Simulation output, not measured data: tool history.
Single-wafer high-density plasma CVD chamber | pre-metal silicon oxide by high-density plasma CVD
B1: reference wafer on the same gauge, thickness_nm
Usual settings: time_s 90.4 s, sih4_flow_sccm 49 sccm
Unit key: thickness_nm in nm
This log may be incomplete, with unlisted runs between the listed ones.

{"run": 1, "day": 0.0, "time_s": 81.4, "sih4_flow_sccm": 49, "B1": 535.504, "thickness_nm": 411.533}
{"run": 2, "day": 1.196, "time_s": 81.4, "sih4_flow_sccm": 49, "B1": 534.616, "thickness_nm": 409.817}
{"run": 3, "day": 1.738, "time_s": 90.4, "sih4_flow_sccm": 49, "B1": 534.28, "thickness_nm": 455.384}
{"run": 4, "day": 3.321, "time_s": 97.6, "sih4_flow_sccm": 44, "B1": 535.53, "thickness_nm": 447.515}
{"run": 5, "day": 4.329, "time_s": 78.3, "sih4_flow_sccm": 49, "B1": 534.953, "thickness_nm": 394.329}
{"run": 6, "day": 5.1, "time_s": 104.2, "sih4_flow_sccm": 49, "B1": 534.642, "thickness_nm": 526.372}
{"run": 7, "day": 6.621, "time_s": 90.4, "sih4_flow_sccm": 52, "B1": 534.883, "thickness_nm": 482.215}
{"day": 6.658, "done": "gauge calibrated"}
{"run": 8, "day": 7.317, "time_s": 90.4, "sih4_flow_sccm": 52, "B1": 535.123, "thickness_nm": 480.276}
{"run": 9, "day": 8.221, "time_s": 90.4, "sih4_flow_sccm": 49, "B1": 534.588, "thickness_nm": 455.524}
{"run": 10, "day": 9.583, "time_s": 90.4, "sih4_flow_sccm": 49, "B1": 535.732, "thickness_nm": 455.27}
{"run": 11, "day": 10.312, "time_s": 90.4, "sih4_flow_sccm": 49, "B1": 534.948, "thickness_nm": 454.11}
{"run": 12, "day": 11.671, "time_s": 97.8, "sih4_flow_sccm": 49, "B1": 534.864, "thickness_nm": 490.518}
{"run": 13, "day": 12.8, "time_s": 90.4, "sih4_flow_sccm": 49, "B1": 535.135, "thickness_nm": 458.275}
{"day": 13.608, "done": "silane flow controller replaced"}
{"run": 14, "day": 13.629, "time_s": 90.4, "sih4_flow_sccm": 49, "B1": 535.185, "thickness_nm": 482.063}
{"run": 15, "day": 14.117, "time_s": 90.4, "sih4_flow_sccm": 49, "B1": 534.875, "thickness_nm": 482.385}
{"run": 16, "day": 14.95, "time_s": 90.4, "sih4_flow_sccm": 49, "B1": 535.371, "thickness_nm": 482.583}
{"run": 17, "day": 15.875, "time_s": 90.4, "sih4_flow_sccm": 49, "B1": 535.25, "thickness_nm": 479.925}
{"run": 18, "day": 17.154, "time_s": 103.0, "sih4_flow_sccm": 41, "B1": 535.198, "thickness_nm": 463.517}
{"run": 19, "day": 17.871, "time_s": 103.0, "sih4_flow_sccm": 41, "B1": 535.061, "thickness_nm": 465.217}
{"run": 20, "day": 19.138, "time_s": 95.9, "sih4_flow_sccm": 44, "B1": 535.276, "thickness_nm": 457.952}
{"run": 21, "day": 20.258, "time_s": 106.5, "sih4_flow_sccm": 57, "B1": 534.451, "thickness_nm": 646.301}
{"run": 22, "day": 20.804, "time_s": 104.6, "sih4_flow_sccm": 44, "B1": 534.67, "thickness_nm": 501.037}
{"run": 23, "day": 22.025, "time_s": 73.1, "sih4_flow_sccm": 43, "B1": 535.223, "thickness_nm": 343.039}
{"run": 24, "day": 23.088, "time_s": 84.5, "sih4_flow_sccm": 45, "B1": 535.56, "thickness_nm": 415.505}
{"run": 25, "day": 24.208, "time_s": 82.6, "sih4_flow_sccm": 43, "B1": 535.778, "thickness_nm": 388.18}
{"run": 26, "day": 24.833, "time_s": 90.4, "sih4_flow_sccm": 49, "B1": 535.207, "thickness_nm": 474.916}
{"run": 27, "day": 25.429, "time_s": 90.4, "sih4_flow_sccm": 49, "B1": 535.561, "thickness_nm": 475.903}
{"run": 28, "day": 26.608, "time_s": 106.1, "sih4_flow_sccm": 49, "B1": 535.553, "thickness_nm": 556.36}
{"run": 29, "day": 27.25, "time_s": 78.6, "sih4_flow_sccm": 42, "B1": 535.329, "thickness_nm": 358.012}
{"day": 27.808, "done": "gauge calibrated"}
{"run": 30, "day": 28.692, "time_s": 80.4, "sih4_flow_sccm": 52, "B1": 535.166, "thickness_nm": 444.83}
{"run": 31, "day": 29.538, "time_s": 90.4, "sih4_flow_sccm": 49, "B1": 535.588, "thickness_nm": 474.305}
{"run": 32, "day": 30.292, "time_s": 90.4, "sih4_flow_sccm": 57, "B1": 535.234, "thickness_nm": 542.752}
{"run": 33, "day": 31.725, "time_s": 90.4, "sih4_flow_sccm": 49, "B1": 534.98, "thickness_nm": 475.186}
{"run": 34, "day": 32.633, "time_s": 90.4, "sih4_flow_sccm": 49, "B1": 534.9, "thickness_nm": 472.732}
{"run": 35, "day": 33.875, "time_s": 90.4, "sih4_flow_sccm": 49, "B1": 534.079, "thickness_nm": 469.039}
{"run": 36, "day": 34.633, "time_s": 80.4, "sih4_flow_sccm": 49, "B1": 534.925, "thickness_nm": 418.813}
{"run": 37, "day": 35.858, "time_s": 101.2, "sih4_flow_sccm": 56, "B1": 534.506, "thickness_nm": 594.121}
{"run": 38, "day": 37.308, "time_s": 90.4, "sih4_flow_sccm": 42, "B1": 535.63, "thickness_nm": 406.558}

State the hidden condition of the tool at each of the runs:
gauge reads high (%): 0 across all the runs
H1: delivered silane flow above the setpoint (%)
run=1 H1=-6.18
run=2 H1=-6.19
run=3 H1=-6.2
run=4 H1=-6.21
run=5 H1=-6.22
run=6 H1=-6.23
run=7 H1=-6.24
run=8 H1=-6.25
run=9 H1=-6.26
run=10 H1=-6.27
run=11 H1=-6.27
run=12 H1=-6.28
run=13 H1=-6.29
run=14 H1=0.0603
run=15 H1=-0.0317
run=16 H1=-0.186
run=17 H1=-0.353
run=18 H1=-0.576
run=19 H1=-0.697
run=20 H1=-0.905
run=21 H1=-1.08
run=22 H1=-1.17
run=23 H1=-1.35
run=24 H1=-1.5
run=25 H1=-1.66
run=26 H1=-1.75
run=27 H1=-1.83
run=28 H1=-1.98
run=29 H1=-2.06
run=30 H1=-2.24
run=31 H1=-2.34
run=32 H1=-2.43
run=33 H1=-2.59
run=34 H1=-2.69
run=35 H1=-2.82
run=36 H1=-2.9
run=37 H1=-3.02
run=38 H1=-3.16

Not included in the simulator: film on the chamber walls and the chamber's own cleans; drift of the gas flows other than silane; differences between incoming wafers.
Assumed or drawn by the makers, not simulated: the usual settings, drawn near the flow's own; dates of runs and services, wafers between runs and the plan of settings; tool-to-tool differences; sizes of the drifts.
